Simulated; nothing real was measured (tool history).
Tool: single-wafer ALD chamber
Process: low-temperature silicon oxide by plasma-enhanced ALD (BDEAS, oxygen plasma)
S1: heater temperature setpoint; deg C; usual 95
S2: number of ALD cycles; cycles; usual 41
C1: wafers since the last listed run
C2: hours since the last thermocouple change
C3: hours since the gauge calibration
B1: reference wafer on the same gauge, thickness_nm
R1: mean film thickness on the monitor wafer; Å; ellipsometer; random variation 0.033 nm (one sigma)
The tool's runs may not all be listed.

{"run": 1, "hour": 0.0, "S1": 95, "S2": 35, "C1": 0, "C2": 1958.0, "C3": 397.2, "B1": 5.299, "R1": 54.87}
{"run": 2, "hour": 17.5, "S1": 95, "S2": 35, "C1": 135, "C2": 1975.5, "C3": 414.7, "B1": 5.293, "R1": 55.66}
{"run": 3, "hour": 41.3, "S1": 84, "S2": 41, "C1": 184, "C2": 1999.3, "C3": 438.5, "B1": 5.303, "R1": 67.27}
{"run": 4, "hour": 61.4, "S1": 84, "S2": 41, "C1": 155, "C2": 2019.4, "C3": 458.6, "B1": 5.306, "R1": 66.76}
{"run": 5, "hour": 88.3, "S1": 95, "S2": 41, "C1": 208, "C2": 2046.3, "C3": 485.5, "B1": 5.315, "R1": 64.07}
{"run": 6, "hour": 105.7, "S1": 95, "S2": 41, "C1": 134, "C2": 2063.7, "C3": 502.9, "B1": 5.315, "R1": 64.0}
{"run": 7, "hour": 134.8, "S1": 95, "S2": 41, "C1": 225, "C2": 2092.8, "C3": 532.0, "B1": 5.332, "R1": 65.08}
{"run": 8, "hour": 158.5, "S1": 95, "S2": 41, "C1": 183, "C2": 2116.5, "C3": 555.7, "B1": 5.333, "R1": 65.16}
{"run": 9, "hour": 182.5, "S1": 95, "S2": 41, "C1": 185, "C2": 2140.5, "C3": 579.7, "B1": 5.343, "R1": 65.25}
{"run": 10, "hour": 213.3, "S1": 95, "S2": 41, "C1": 238, "C2": 2171.3, "C3": 610.5, "B1": 5.355, "R1": 65.16}
{"run": 11, "hour": 235.9, "S1": 95, "S2": 41, "C1": 174, "C2": 2193.9, "C3": 633.1, "B1": 5.356, "R1": 65.17}
{"run": 12, "hour": 268.8, "S1": 95, "S2": 41, "C1": 254, "C2": 2226.8, "C3": 666.0, "B1": 5.377, "R1": 65.38}
{"run": 13, "hour": 289.1, "S1": 95, "S2": 41, "C1": 157, "C2": 2247.1, "C3": 686.3, "B1": 5.39, "R1": 65.54}
{"hour": 315.9, "done": "thermocouple changed; heater temperature recalibrated"}
{"run": 14, "hour": 317.4, "S1": 86, "S2": 45, "C1": 157, "C2": 1.5, "C3": 714.6, "B1": 5.397, "R1": 74.91}
{"run": 15, "hour": 352.0, "S1": 86, "S2": 45, "C1": 267, "C2": 36.1, "C3": 749.2, "B1": 5.424, "R1": 74.81}
{"hour": 366.3, "done": "gauge calibrated"}
{"run": 16, "hour": 376.0, "S1": 86, "S2": 45, "C1": 185, "C2": 60.1, "C3": 9.7, "B1": 5.221, "R1": 72.19}
{"run": 17, "hour": 396.9, "S1": 109, "S2": 37, "C1": 161, "C2": 81.0, "C3": 30.6, "B1": 5.215, "R1": 54.64}
{"run": 18, "hour": 415.5, "S1": 95, "S2": 41, "C1": 143, "C2": 99.6, "C3": 49.2, "B1": 5.222, "R1": 63.09}
{"run": 19, "hour": 451.3, "S1": 95, "S2": 41, "C1": 276, "C2": 135.4, "C3": 85.0, "B1": 5.222, "R1": 63.66}
{"run": 20, "hour": 476.7, "S1": 81, "S2": 37, "C1": 196, "C2": 160.8, "C3": 110.4, "B1": 5.227, "R1": 60.51}
{"run": 21, "hour": 503.3, "S1": 95, "S2": 36, "C1": 205, "C2": 187.4, "C3": 137.0, "B1": 5.236, "R1": 56.04}
{"run": 22, "hour": 518.2, "S1": 95, "S2": 41, "C1": 115, "C2": 202.3, "C3": 151.9, "B1": 5.227, "R1": 63.57}
{"run": 23, "hour": 550.5, "S1": 81, "S2": 33, "C1": 249, "C2": 234.6, "C3": 184.2, "B1": 5.224, "R1": 53.66}
{"run": 24, "hour": 568.0, "S1": 95, "S2": 41, "C1": 135, "C2": 252.1, "C3": 201.7, "B1": 5.236, "R1": 63.84}
{"run": 25, "hour": 584.3, "S1": 95, "S2": 41, "C1": 126, "C2": 268.4, "C3": 218.0, "B1": 5.231, "R1": 63.87}
{"run": 26, "hour": 607.0, "S1": 103, "S2": 47, "C1": 175, "C2": 291.1, "C3": 240.7, "B1": 5.23, "R1": 71.43}
{"run": 27, "hour": 637.5, "S1": 95, "S2": 41, "C1": 235, "C2": 321.6, "C3": 271.2, "B1": 5.234, "R1": 63.67}
{"run": 28, "hour": 663.4, "S1": 86, "S2": 45, "C1": 200, "C2": 347.5, "C3": 297.1, "B1": 5.241, "R1": 72.41}
{"run": 29, "hour": 684.2, "S1": 99, "S2": 43, "C1": 160, "C2": 368.3, "C3": 317.9, "B1": 5.246, "R1": 65.7}
{"run": 30, "hour": 701.8, "S1": 87, "S2": 45, "C1": 136, "C2": 385.9, "C3": 335.5, "B1": 5.241, "R1": 72.68}
{"run": 31, "hour": 732.4, "S1": 106, "S2": 43, "C1": 236, "C2": 416.5, "C3": 366.1, "B1": 5.249, "R1": 65.05}
{"run": 32, "hour": 745.6, "S1": 102, "S2": 47, "C1": 102, "C2": 429.7, "C3": 379.3, "B1": 5.264, "R1": 71.29}
{"run": 33, "hour": 779.7, "S1": 95, "S2": 34, "C1": 263, "C2": 463.8, "C3": 413.4, "B1": 5.271, "R1": 52.84}

The same runs without the tool's hidden state, with the same run-to-run variation:
The hidden state here: wafer temperature above the value expected at the setpoint (K); gauge reads high (%).
run=1 R1=54.12
run=2 R1=54.85
run=3 R1=66.22
run=4 R1=65.65
run=5 R1=62.92
run=6 R1=62.79
run=7 R1=63.74
run=8 R1=63.72
run=9 R1=63.72
run=10 R1=63.50
run=11 R1=63.42
run=12 R1=63.47
run=13 R1=63.53
run=14 R1=72.45
run=15 R1=72.16
run=16 R1=72.23
run=17 R1=54.67
run=18 R1=63.12
run=19 R1=63.68
run=20 R1=60.51
run=21 R1=56.02
run=22 R1=63.53
run=23 R1=53.59
run=24 R1=63.73
run=25 R1=63.74
run=26 R1=71.24
run=27 R1=63.45
run=28 R1=72.09
run=29 R1=65.37
run=30 R1=72.26
run=31 R1=64.60
run=32 R1=70.76
run=33 R1=52.36

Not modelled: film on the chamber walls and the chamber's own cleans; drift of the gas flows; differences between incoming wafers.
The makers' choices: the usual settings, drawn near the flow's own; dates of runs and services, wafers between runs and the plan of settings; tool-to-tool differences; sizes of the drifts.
